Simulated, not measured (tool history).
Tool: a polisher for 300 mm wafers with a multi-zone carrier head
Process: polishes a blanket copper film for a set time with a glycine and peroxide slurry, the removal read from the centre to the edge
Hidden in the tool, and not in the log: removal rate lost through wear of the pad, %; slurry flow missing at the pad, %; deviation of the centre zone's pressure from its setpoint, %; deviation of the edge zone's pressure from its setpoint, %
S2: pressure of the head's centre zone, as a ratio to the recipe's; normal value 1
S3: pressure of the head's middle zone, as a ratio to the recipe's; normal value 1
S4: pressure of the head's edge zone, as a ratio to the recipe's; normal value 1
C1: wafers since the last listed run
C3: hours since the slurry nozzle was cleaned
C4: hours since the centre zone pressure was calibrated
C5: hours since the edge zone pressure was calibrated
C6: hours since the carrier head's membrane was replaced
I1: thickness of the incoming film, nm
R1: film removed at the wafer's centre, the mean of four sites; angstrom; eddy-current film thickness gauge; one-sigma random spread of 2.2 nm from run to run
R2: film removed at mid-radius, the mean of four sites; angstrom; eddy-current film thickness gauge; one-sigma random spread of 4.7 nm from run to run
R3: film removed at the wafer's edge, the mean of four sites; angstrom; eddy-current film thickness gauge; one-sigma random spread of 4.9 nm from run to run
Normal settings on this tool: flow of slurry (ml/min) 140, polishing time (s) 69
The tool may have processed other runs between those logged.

{"run": 1, "hour": 0.0, "flow of slurry (ml/min)": 105, "S2": 1, "S3": 1, "S4": 1, "polishing time (s)": 56, "C1": 0, "wafers polished on this pad": 272, "C3": 373.2, "C4": 474.6, "C5": 104.7, "C6": 241.4, "I1": 2374.9, "R1": 2422, "R2": 2394, "R3": 2510}
{"run": 2, "hour": 83.2, "flow of slurry (ml/min)": 105, "S2": 1, "S3": 1, "S4": 1, "polishing time (s)": 56, "C1": 508, "wafers polished on this pad": 781, "C3": 456.4, "C4": 557.8, "C5": 187.9, "C6": 324.6, "I1": 2339.7, "R1": 2348, "R2": 2306, "R3": 2415}
{"run": 3, "hour": 151.1, "flow of slurry (ml/min)": 105, "S2": 1, "S3": 1, "S4": 1, "polishing time (s)": 56, "C1": 415, "wafers polished on this pad": 1196, "C3": 524.3, "C4": 625.7, "C5": 255.8, "C6": 392.5, "I1": 2367, "R1": 2223, "R2": 2198, "R3": 2369}
{"hour": 180.7, "done": "slurry nozzle cleaned"}
{"run": 4, "hour": 200.2, "flow of slurry (ml/min)": 140, "S2": 1, "S3": 1, "S4": 1, "polishing time (s)": 69, "C1": 294, "wafers polished on this pad": 1491, "C3": 19.5, "C4": 674.8, "C5": 304.9, "C6": 441.6, "I1": 2328, "R1": 3202, "R2": 3075, "R3": 3201}
{"hour": 229.0, "done": "worn pad replaced by a new one"}
{"hour": 388.7, "done": "centre zone pressure recalibrated"}
{"run": 5, "hour": 459.8, "flow of slurry (ml/min)": 140, "S2": 1, "S3": 1, "S4": 1, "polishing time (s)": 69, "C1": 1551, "wafers polished on this pad": 1399, "C3": 279.1, "C4": 71.1, "C5": 564.5, "C6": 701.2, "I1": 2360.8, "R1": 3193, "R2": 3115, "R3": 3195}
{"hour": 474.7, "done": "edge zone pressure recalibrated"}
{"run": 6, "hour": 554.9, "flow of slurry (ml/min)": 140, "S2": 1, "S3": 1, "S4": 1, "polishing time (s)": 69, "C1": 569, "wafers polished on this pad": 1969, "C3": 374.2, "C4": 166.2, "C5": 80.2, "C6": 796.3, "I1": 2385.3, "R1": 2985, "R2": 2908, "R3": 2975}
{"hour": 568.9, "done": "worn pad replaced by a new one"}
{"run": 7, "hour": 642.0, "flow of slurry (ml/min)": 140, "S2": 1, "S3": 1, "S4": 1, "polishing time (s)": 69, "C1": 508, "wafers polished on this pad": 447, "C3": 461.3, "C4": 253.3, "C5": 167.3, "C6": 883.4, "I1": 2368.7, "R1": 3212, "R2": 3132, "R3": 3211}
{"hour": 690.0, "done": "slurry nozzle cleaned"}
{"run": 8, "hour": 737.5, "flow of slurry (ml/min)": 140, "S2": 1, "S3": 1, "S4": 1, "polishing time (s)": 69, "C1": 578, "wafers polished on this pad": 1025, "C3": 47.5, "C4": 348.8, "C5": 262.8, "C6": 978.9, "I1": 2357, "R1": 3325, "R2": 3203, "R3": 3300}
{"run": 9, "hour": 796.0, "flow of slurry (ml/min)": 140, "S2": 0.94, "S3": 1, "S4": 1, "polishing time (s)": 69, "C1": 357, "wafers polished on this pad": 1383, "C3": 106, "C4": 407.3, "C5": 321.3, "C6": 1037.4, "I1": 2409.8, "R1": 3083, "R2": 3107, "R3": 3172}
{"run": 10, "hour": 882.8, "flow of slurry (ml/min)": 140, "S2": 1, "S3": 1, "S4": 1, "polishing time (s)": 69, "C1": 531, "wafers polished on this pad": 1914, "C3": 192.8, "C4": 494.1, "C5": 408.1, "C6": 1124.2, "I1": 2372, "R1": 3093, "R2": 3024, "R3": 3100}
{"hour": 903.9, "done": "worn pad replaced by a new one"}
{"run": 11, "hour": 983.4, "flow of slurry (ml/min)": 140, "S2": 1.06, "S3": 0.9, "S4": 1.09, "polishing time (s)": 69, "C1": 590, "wafers polished on this pad": 486, "C3": 293.4, "C4": 594.7, "C5": 508.7, "C6": 1224.8, "I1": 2314.6, "R1": 3437, "R2": 2988, "R3": 3352}
{"hour": 1001.6, "done": "edge zone pressure recalibrated"}
{"hour": 1058.4, "done": "carrier head's membrane replaced by a new one"}
{"hour": 1167.2, "done": "worn pad replaced by a new one"}
{"hour": 1193.1, "done": "centre zone pressure recalibrated"}
{"hour": 1247.7, "done": "slurry nozzle cleaned"}
{"run": 12, "hour": 1249.2, "flow of slurry (ml/min)": 105, "S2": 1.11, "S3": 1, "S4": 1, "polishing time (s)": 69, "C1": 1540, "wafers polished on this pad": 483, "C3": 1.5, "C4": 56.1, "C5": 247.6, "C6": 190.8, "I1": 2356.9, "R1": 3361, "R2": 3038, "R3": 3164}
{"run": 13, "hour": 1306.3, "flow of slurry (ml/min)": 140, "S2": 1, "S3": 1, "S4": 1.08, "polishing time (s)": 69, "C1": 349, "wafers polished on this pad": 832, "C3": 58.6, "C4": 113.2, "C5": 304.7, "C6": 247.9, "I1": 2389.2, "R1": 3335, "R2": 3190, "R3": 3352}
{"run": 14, "hour": 1342.6, "flow of slurry (ml/min)": 95, "S2": 1, "S3": 0.89, "S4": 1.12, "polishing time (s)": 69, "C1": 222, "wafers polished on this pad": 1054, "C3": 94.9, "C4": 149.5, "C5": 341, "C6": 284.2, "I1": 2323.9, "R1": 2950, "R2": 2654, "R3": 3196}
{"run": 15, "hour": 1423.6, "flow of slurry (ml/min)": 140, "S2": 1, "S3": 1, "S4": 1, "polishing time (s)": 69, "C1": 495, "wafers polished on this pad": 1550, "C3": 175.9, "C4": 230.5, "C5": 422, "C6": 365.2, "I1": 2343.9, "R1": 3151, "R2": 2979, "R3": 3160}
{"hour": 1464.7, "done": "worn pad replaced by a new one"}
{"run": 16, "hour": 1499.3, "flow of slurry (ml/min)": 110, "S2": 1.05, "S3": 1.1, "S4": 0.93, "polishing time (s)": 69, "C1": 438, "wafers polished on this pad": 211, "C3": 251.6, "C4": 306.2, "C5": 497.7, "C6": 440.9, "I1": 2342, "R1": 3259, "R2": 3326, "R3": 3016}

Some steps in R1, run to run, broken into two amounts with sign: the step expected even without the hidden condition (settings, incoming material, random variation), and the rest, left for the hidden condition together with whatever gauge scatter is not in both the measured and the hidden-condition-free result:
Run 3 -> 4: flow of slurry (ml/min) 105 -> 140, polishing time (s) 56 -> 69, slurry nozzle cleaned. R1 +979 angstrom: hidden state +150, all else +829.
Run 6 -> 7: worn pad replaced by a new one. R1 +227 angstrom: hidden state +220, all else +7.

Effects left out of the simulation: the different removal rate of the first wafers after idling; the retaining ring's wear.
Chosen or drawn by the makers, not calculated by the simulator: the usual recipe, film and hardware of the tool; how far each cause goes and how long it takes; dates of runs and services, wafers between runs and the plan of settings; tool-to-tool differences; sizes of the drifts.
